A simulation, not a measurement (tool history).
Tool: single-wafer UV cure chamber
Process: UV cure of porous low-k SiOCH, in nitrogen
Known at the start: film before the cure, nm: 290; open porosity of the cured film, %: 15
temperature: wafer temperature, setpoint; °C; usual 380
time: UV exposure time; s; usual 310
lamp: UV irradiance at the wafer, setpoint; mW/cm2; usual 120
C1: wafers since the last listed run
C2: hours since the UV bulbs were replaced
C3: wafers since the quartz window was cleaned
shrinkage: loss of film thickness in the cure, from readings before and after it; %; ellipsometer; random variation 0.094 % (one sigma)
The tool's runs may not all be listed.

Run 1, hour 0.0: usual settings; C1 0; C2 1925.7; C3 825. Result: shrinkage 9.775 %.
Run 2, hour 87.3: usual settings; C1 440; C2 2013.0; C3 1265. Result: shrinkage 9.734 %.
Run 3, hour 164.4: usual settings; C1 388; C2 2090.1; C3 1654. Result: shrinkage 9.452 %.
Run 4, hour 269.6: usual settings; C1 530; C2 2195.3; C3 2184. Result: shrinkage 9.349 %.
Run 5, hour 337.9: usual settings; C1 344; C2 2263.6; C3 2528. Result: shrinkage 9.313 %.
Run 6, hour 409.0: usual settings; C1 358; C2 2334.7; C3 2887. Result: shrinkage 9.296 %.
Run 7, hour 467.4: usual settings but time 375 s; C1 294; C2 2393.1; C3 3181. Result: shrinkage 9.986 %.
Run 8, hour 527.4: usual settings but time 375 s; C1 302; C2 2453.1; C3 3484. Result: shrinkage 9.844 %.
Run 9, hour 575.6: usual settings but time 165 s, lamp 93 mW/cm2; C1 242; C2 2501.3; C3 3727. Result: shrinkage 5.905 %.
At hour 620.6: UV bulbs replaced.
Run 10, hour 649.8: usual settings; C1 333; C2 29.2; C3 4060. Result: shrinkage 11.188 %.
Run 11, hour 728.2: usual settings but lamp 83 mW/cm2; C1 395; C2 107.6; C3 4456. Result: shrinkage 9.849 %.
At hour 777.7: quartz window cleaned.
Run 12, hour 790.2: usual settings; C1 272; C2 169.6; C3 62. Result: shrinkage 11.218 %.
Run 13, hour 892.4: usual settings but time 195 s, lamp 94 mW/cm2; C1 515; C2 271.8; C3 578. Result: shrinkage 8.354 %.
Run 14, hour 943.4: usual settings but temperature 370 °C, time 125 s, lamp 133 mW/cm2; C1 257; C2 322.8; C3 835. Result: shrinkage 7.873 %.
Run 15, hour 986.1: usual settings but lamp 133 mW/cm2; C1 215; C2 365.5; C3 1050. Result: shrinkage 11.461 %.
Run 16, hour 1060.6: usual settings but temperature 395 °C, time 230 s, lamp 82 mW/cm2; C1 375; C2 440.0; C3 1426. Result: shrinkage 8.720 %.
Run 17, hour 1166.7: usual settings but time 470 s; C1 534; C2 546.1; C3 1960. Result: shrinkage 12.648 %.
Run 18, hour 1277.6: usual settings but temperature 360 °C, time 370 s, lamp 83 mW/cm2; C1 559; C2 657.0; C3 2520. Result: shrinkage 9.666 %.

Hidden state at the last listed run before each entry between runs and at the first one after, where it differs:
Between runs 9 and 10: UV bulbs replaced (hour 620.6)
  lamp output below its setpoint, %: 45 -> 3.42
  measured less the result without the state, shrinkage: -2.117 -> -0.141 %
Between runs 11 and 12: quartz window cleaned (hour 777.7)
  lamp output below its setpoint, %: 4.64 -> 5.6
  measured less the result without the state, shrinkage: -0.188 -> -0.237 %
